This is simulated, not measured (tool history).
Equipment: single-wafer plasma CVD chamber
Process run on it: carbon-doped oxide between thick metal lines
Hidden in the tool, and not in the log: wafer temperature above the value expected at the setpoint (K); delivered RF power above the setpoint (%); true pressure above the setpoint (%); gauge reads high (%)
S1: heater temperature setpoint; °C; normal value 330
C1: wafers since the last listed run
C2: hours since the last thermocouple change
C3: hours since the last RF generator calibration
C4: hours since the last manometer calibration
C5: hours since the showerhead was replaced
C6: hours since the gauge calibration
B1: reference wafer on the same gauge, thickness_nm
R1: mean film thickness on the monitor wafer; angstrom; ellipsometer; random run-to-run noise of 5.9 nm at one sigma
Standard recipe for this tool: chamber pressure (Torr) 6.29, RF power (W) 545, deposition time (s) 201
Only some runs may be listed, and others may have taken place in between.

run 1 hour=0.0 | S1=330 chamber_pressure_(Torr)=6.29 RF_power_(W)=545 deposition_time_(s)=201 | C1=0 C2=50.8 C3=1579.1 C4=1270.8 C5=2635.0 C6=997.5 | B1=1040.138 | R1=11106.69
run 2 hour=69.1 | S1=330 chamber_pressure_(Torr)=6.29 RF_power_(W)=545 deposition_time_(s)=201 | C1=737 C2=119.9 C3=1648.2 C4=1339.9 C5=2704.1 C6=1066.6 | B1=1037.820 | R1=11139.30
run 3 hour=170.6 | S1=330 chamber_pressure_(Torr)=6.29 RF_power_(W)=545 deposition_time_(s)=201 | C1=1082 C2=221.4 C3=1749.7 C4=1441.4 C5=2805.6 C6=1168.1 | B1=1039.893 | R1=11059.81
-- hour=181.9 capacitance manometer re-zeroed and calibrated
run 4 hour=213.7 | S1=330 chamber_pressure_(Torr)=6.29 RF_power_(W)=545 deposition_time_(s)=201 | C1=374 C2=264.5 C3=1792.8 C4=31.8 C5=2848.7 C6=1211.2 | B1=1039.177 | R1=11114.23
run 5 hour=266.4 | S1=330 chamber_pressure_(Torr)=6.29 RF_power_(W)=545 deposition_time_(s)=201 | C1=562 C2=317.2 C3=1845.5 C4=84.5 C5=2901.4 C6=1263.9 | B1=1040.122 | R1=11096.98
run 6 hour=330.2 | S1=330 chamber_pressure_(Torr)=6.29 RF_power_(W)=545 deposition_time_(s)=201 | C1=680 C2=381.0 C3=1909.3 C4=148.3 C5=2965.2 C6=1327.7 | B1=1040.794 | R1=11165.19
run 7 hour=376.7 | S1=330 chamber_pressure_(Torr)=6.29 RF_power_(W)=485 deposition_time_(s)=181 | C1=496 C2=427.5 C3=1955.8 C4=194.8 C5=3011.7 C6=1374.2 | B1=1038.099 | R1=9203.38
run 8 hour=416.9 | S1=330 chamber_pressure_(Torr)=6.29 RF_power_(W)=445 deposition_time_(s)=201 | C1=428 C2=467.7 C3=1996.0 C4=235.0 C5=3051.9 C6=1414.4 | B1=1040.485 | R1=9456.67
run 9 hour=483.1 | S1=336 chamber_pressure_(Torr)=6.99 RF_power_(W)=545 deposition_time_(s)=201 | C1=706 C2=533.9 C3=2062.2 C4=301.2 C5=3118.1 C6=1480.6 | B1=1039.509 | R1=11028.58
run 10 hour=524.0 | S1=330 chamber_pressure_(Torr)=6.29 RF_power_(W)=545 deposition_time_(s)=201 | C1=436 C2=574.8 C3=2103.1 C4=342.1 C5=3159.0 C6=1521.5 | B1=1040.495 | R1=11105.21
run 11 hour=617.6 | S1=321 chamber_pressure_(Torr)=5.77 RF_power_(W)=610 deposition_time_(s)=218 | C1=998 C2=668.4 C3=2196.7 C4=435.7 C5=3252.6 C6=1615.1 | B1=1041.755 | R1=13268.01
run 12 hour=664.6 | S1=336 chamber_pressure_(Torr)=6.29 RF_power_(W)=545 deposition_time_(s)=201 | C1=501 C2=715.4 C3=2243.7 C4=482.7 C5=3299.6 C6=1662.1 | B1=1038.394 | R1=10950.79
run 13 hour=753.3 | S1=330 chamber_pressure_(Torr)=6.29 RF_power_(W)=545 deposition_time_(s)=201 | C1=946 C2=804.1 C3=2332.4 C4=571.4 C5=3388.3 C6=1750.8 | B1=1041.441 | R1=11062.82
-- hour=834.6 gauge calibrated
run 14 hour=853.0 | S1=323 chamber_pressure_(Torr)=5.85 RF_power_(W)=545 deposition_time_(s)=185 | C1=1063 C2=903.8 C3=2432.1 C4=671.1 C5=3488.0 C6=18.4 | B1=1038.104 | R1=10263.48
run 15 hour=935.5 | S1=330 chamber_pressure_(Torr)=5.39 RF_power_(W)=545 deposition_time_(s)=201 | C1=880 C2=986.3 C3=2514.6 C4=753.6 C5=3570.5 C6=100.9 | B1=1038.563 | R1=10900.34
run 16 hour=979.3 | S1=334 chamber_pressure_(Torr)=6.29 RF_power_(W)=440 deposition_time_(s)=174 | C1=467 C2=1030.1 C3=2558.4 C4=797.4 C5=3614.3 C6=144.7 | B1=1039.069 | R1=8053.56
run 17 hour=1075.7 | S1=334 chamber_pressure_(Torr)=6.29 RF_power_(W)=545 deposition_time_(s)=226 | C1=1028 C2=1126.5 C3=2654.8 C4=893.8 C5=3710.7 C6=241.1 | B1=1040.262 | R1=12301.23
-- hour=1103.0 showerhead replaced
run 18 hour=1119.4 | S1=330 chamber_pressure_(Torr)=6.29 RF_power_(W)=545 deposition_time_(s)=201 | C1=380 C2=1170.2 C3=2698.5 C4=937.5 C5=16.4 C6=284.8 | B1=1039.066 | R1=11085.55
-- hour=1191.1 RF generator calibrated
run 19 hour=1191.6 | S1=340 chamber_pressure_(Torr)=6.29 RF_power_(W)=450 deposition_time_(s)=228 | C1=684 C2=1242.4 C3=0.5 C4=1009.7 C5=88.6 C6=357.0 | B1=1037.923 | R1=10474.95
run 20 hour=1250.9 | S1=330 chamber_pressure_(Torr)=7.80 RF_power_(W)=440 deposition_time_(s)=235 | C1=632 C2=1301.7 C3=59.8 C4=1069.0 C5=147.9 C6=416.3 | B1=1039.945 | R1=11227.36
run 21 hour=1288.0 | S1=330 chamber_pressure_(Torr)=6.29 RF_power_(W)=545 deposition_time_(s)=177 | C1=395 C2=1338.8 C3=96.9 C4=1106.1 C5=185.0 C6=453.4 | B1=1040.740 | R1=9816.89
run 22 hour=1328.9 | S1=343 chamber_pressure_(Torr)=6.29 RF_power_(W)=605 deposition_time_(s)=201 | C1=436 C2=1379.7 C3=137.8 C4=1147.0 C5=225.9 C6=494.3 | B1=1041.136 | R1=11461.04
run 23 hour=1381.9 | S1=342 chamber_pressure_(Torr)=6.29 RF_power_(W)=620 deposition_time_(s)=188 | C1=565 C2=1432.7 C3=190.8 C4=1200.0 C5=278.9 C6=547.3 | B1=1039.736 | R1=10965.64
run 24 hour=1450.2 | S1=336 chamber_pressure_(Torr)=5.60 RF_power_(W)=545 deposition_time_(s)=175 | C1=728 C2=1501.0 C3=259.1 C4=1268.3 C5=347.2 C6=615.6 | B1=1040.268 | R1=9420.65
run 25 hour=1554.4 | S1=334 chamber_pressure_(Torr)=6.29 RF_power_(W)=440 deposition_time_(s)=174 | C1=1111 C2=1605.2 C3=363.3 C4=1372.5 C5=451.4 C6=719.8 | B1=1042.210 | R1=8005.84
run 26 hour=1653.7 | S1=324 chamber_pressure_(Torr)=5.52 RF_power_(W)=640 deposition_time_(s)=239 | C1=1059 C2=1704.5 C3=462.6 C4=1471.8 C5=550.7 C6=819.1 | B1=1039.833 | R1=14956.50
-- hour=1697.9 capacitance manometer re-zeroed and calibrated
run 27 hour=1749.9 | S1=330 chamber_pressure_(Torr)=6.29 RF_power_(W)=505 deposition_time_(s)=219 | C1=940 C2=1800.7 C3=558.8 C4=52.0 C5=646.9 C6=915.3 | B1=1040.289 | R1=11385.98

List, for all runs, the conditions of the tool that the log does not record:
wafer temperature above the value expected at the setpoint (K): 0 in every run
delivered RF power above the setpoint (%): 0 in every run
true pressure above the setpoint (%): 0 in every run
gauge reads high (%): 0 in every run
